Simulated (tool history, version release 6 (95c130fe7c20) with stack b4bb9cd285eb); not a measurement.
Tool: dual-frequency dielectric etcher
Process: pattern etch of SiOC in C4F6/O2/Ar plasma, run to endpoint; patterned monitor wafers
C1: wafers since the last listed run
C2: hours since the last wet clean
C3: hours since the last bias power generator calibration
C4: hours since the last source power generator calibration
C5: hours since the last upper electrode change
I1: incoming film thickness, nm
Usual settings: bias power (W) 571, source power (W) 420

Run 1, hour 0: usual settings but source power (W) 480; C1 0; C2 296.2; C3 4078.8; C4 1745.2; C5 4372.8; I1 31.07. Result: endpoint time (s) 9.2.
Run 2, hour 8.6: usual settings but source power (W) 480; C1 121; C2 304.8; C3 4087.4; C4 1753.8; C5 4381.4; I1 31.26. Result: endpoint time (s) 9.2.
Run 3, hour 25.5: usual settings but source power (W) 480; C1 238; C2 321.7; C3 4104.3; C4 1770.7; C5 4398.3; I1 31.06. Result: endpoint time (s) 9.2.
Run 4, hour 33.4: usual settings; C1 111; C2 329.6; C3 4112.2; C4 1778.6; C5 4406.2; I1 31. Result: endpoint time (s) 9.6.
Run 5, hour 48.2: usual settings but bias power (W) 514; C1 208; C2 344.4; C3 4127; C4 1793.4; C5 4421; I1 31.29. Result: endpoint time (s) 10.1.
Run 6, hour 59.8: usual settings but source power (W) 460; C1 163; C2 356; C3 4138.6; C4 1805; C5 4432.6; I1 31.1. Result: endpoint time (s) 9.3.
Run 7, hour 71.9: usual settings but source power (W) 460; C1 170; C2 368.1; C3 4150.7; C4 1817.1; C5 4444.7; I1 31.29. Result: endpoint time (s) 9.4.
Run 8, hour 109.8: usual settings; C1 533; C2 406; C3 4188.6; C4 1855; C5 4482.6; I1 31.27. Result: endpoint time (s) 9.7.
At hour 151.6: bias power generator calibrated.
Run 9, hour 154.7: usual settings; C1 576; C2 450.9; C3 3.1; C4 1899.9; C5 4527.5; I1 30.66. Result: endpoint time (s) 9.5.
Run 10, hour 166: usual settings; C1 159; C2 462.2; C3 14.4; C4 1911.2; C5 4538.8; I1 31.18. Result: endpoint time (s) 9.7.
Run 11, hour 175.9: usual settings; C1 139; C2 472.1; C3 24.3; C4 1921.1; C5 4548.7; I1 31.13. Result: endpoint time (s) 9.7.
Run 12, hour 186.7: usual settings; C1 152; C2 482.9; C3 35.1; C4 1931.9; C5 4559.5; I1 31.34. Result: endpoint time (s) 9.8.
Run 13, hour 195.1: usual settings; C1 118; C2 491.3; C3 43.5; C4 1940.3; C5 4567.9; I1 31. Result: endpoint time (s) 9.7.
Run 14, hour 212.4: usual settings; C1 243; C2 508.6; C3 60.8; C4 1957.6; C5 4585.2; I1 31.16. Result: endpoint time (s) 9.7.
Run 15, hour 222.2: usual settings; C1 138; C2 518.4; C3 70.6; C4 1967.4; C5 4595; I1 30.98. Result: endpoint time (s) 9.7.
At hour 237.5: source power generator calibrated.
Run 16, hour 270.1: usual settings; C1 618; C2 566.3; C3 118.5; C4 32.6; C5 4642.9; I1 31.22. Result: endpoint time (s) 9.8.
Run 17, hour 280.5: usual settings but bias power (W) 498, source power (W) 330; C1 146; C2 576.7; C3 128.9; C4 43; C5 4653.3; I1 31.11. Result: endpoint time (s) 11.1.
Run 18, hour 294.3: usual settings; C1 194; C2 590.5; C3 142.7; C4 56.8; C5 4667.1; I1 30.97. Result: endpoint time (s) 9.6.
At hour 325.9: upper electrode replaced, of another model than before.
Run 19, hour 326.4: usual settings; C1 114; C2 622.6; C3 174.8; C4 88.9; C5 0.5; I1 31.02. Result: endpoint time (s) 9.7.
Run 20, hour 326.7: usual settings; C1 4; C2 622.9; C3 175.1; C4 89.2; C5 0.8; I1 31.31. Result: endpoint time (s) 9.9.
Run 21, hour 329: usual settings but bias power (W) 700; C1 32; C2 625.2; C3 177.4; C4 91.5; C5 3.1; I1 31.09. Result: endpoint time (s) 8.4.
Run 22, hour 337.9: usual settings; C1 125; C2 634.1; C3 186.3; C4 100.4; C5 12; I1 31.11. Result: endpoint time (s) 9.7.
Run 23, hour 355.8: usual settings but bias power (W) 697, source power (W) 510; C1 252; C2 652; C3 204.2; C4 118.3; C5 29.9; I1 30.61. Result: endpoint time (s) 8.1.
At hour 382.7: wet clean of the chamber.
Run 24, hour 383.2: usual settings but bias power (W) 682; C1 47; C2 0.5; C3 231.6; C4 145.7; C5 57.3; I1 31.39. Result: endpoint time (s) 8.3.
Run 25, hour 383.5: usual settings but bias power (W) 700, source power (W) 490; C1 4; C2 0.8; C3 231.9; C4 146; C5 57.6; I1 30.82. Result: endpoint time (s) 7.9.
Run 26, hour 385.8: usual settings but bias power (W) 676, source power (W) 480; C1 32; C2 3.1; C3 234.2; C4 148.3; C5 59.9; I1 31.48. Result: endpoint time (s) 8.2.
Run 27, hour 400: usual settings; C1 200; C2 17.3; C3 248.4; C4 162.5; C5 74.1; I1 31.39. Result: endpoint time (s) 9.5.
Run 28, hour 408.5: usual settings but bias power (W) 644, source power (W) 350; C1 119; C2 25.8; C3 256.9; C4 171; C5 82.6; I1 30.94. Result: endpoint time (s) 8.8.
Run 29, hour 422.4: usual settings; C1 195; C2 39.7; C3 270.8; C4 184.9; C5 96.5; I1 31.23. Result: endpoint time (s) 9.5.
Run 30, hour 432.2: usual settings but bias power (W) 450, source power (W) 360; C1 138; C2 49.5; C3 280.6; C4 194.7; C5 106.3; I1 31.07. Result: endpoint time (s) 11.7.
Run 31, hour 469.5: usual settings but bias power (W) 671, source power (W) 510; C1 525; C2 86.8; C3 317.9; C4 232; C5 143.6; I1 30.94. Result: endpoint time (s) 8.1.
Run 32, hour 482.4: usual settings but bias power (W) 668, source power (W) 350; C1 181; C2 99.7; C3 330.8; C4 244.9; C5 156.5; I1 31.26. Result: endpoint time (s) 8.7.
Run 33, hour 488.6: usual settings; C1 87; C2 105.9; C3 337; C4 251.1; C5 162.7; I1 30.98. Result: endpoint time (s) 9.4.
Run 34, hour 501.4: usual settings but bias power (W) 502, source power (W) 380; C1 180; C2 118.7; C3 349.8; C4 263.9; C5 175.5; I1 30.96. Result: endpoint time (s) 10.5.
Run 35, hour 517: usual settings but bias power (W) 702, source power (W) 320; C1 219; C2 134.3; C3 365.4; C4 279.5; C5 191.1; I1 31.14. Result: endpoint time (s) 8.7.
Run 36, hour 531.4: usual settings but bias power (W) 701, source power (W) 390; C1 202; C2 148.7; C3 379.8; C4 293.9; C5 205.5; I1 30.8. Result: endpoint time (s) 8.2.

3 ways to go on from here, each from the tool as it stands after run 36. What would each give?
Run A, hour 531.8: usual settings but source power (W) 350; C1 5; C2 149.1; C3 380.2; C4 294.3; C5 205.9; I1 31.24. Result: endpoint time (s) ?.
Run B, hour 531.8: usual settings but bias power (W) 531, source power (W) 460; C1 5; C2 149.1; C3 380.2; C4 294.3; C5 205.9; I1 31.24. Result: endpoint time (s) ?.
Run C, hour 531.8: usual settings but source power (W) 330; C1 5; C2 149.1; C3 380.2; C4 294.3; C5 205.9; I1 31.24. Result: endpoint time (s) ?.

run  endpoint time (s)
  A                9.9
  B                9.9
  C                 10
Without the tool's hidden state the same runs would have given:
run  endpoint time (s)
  A                9.8
  B                9.8
  C                9.9
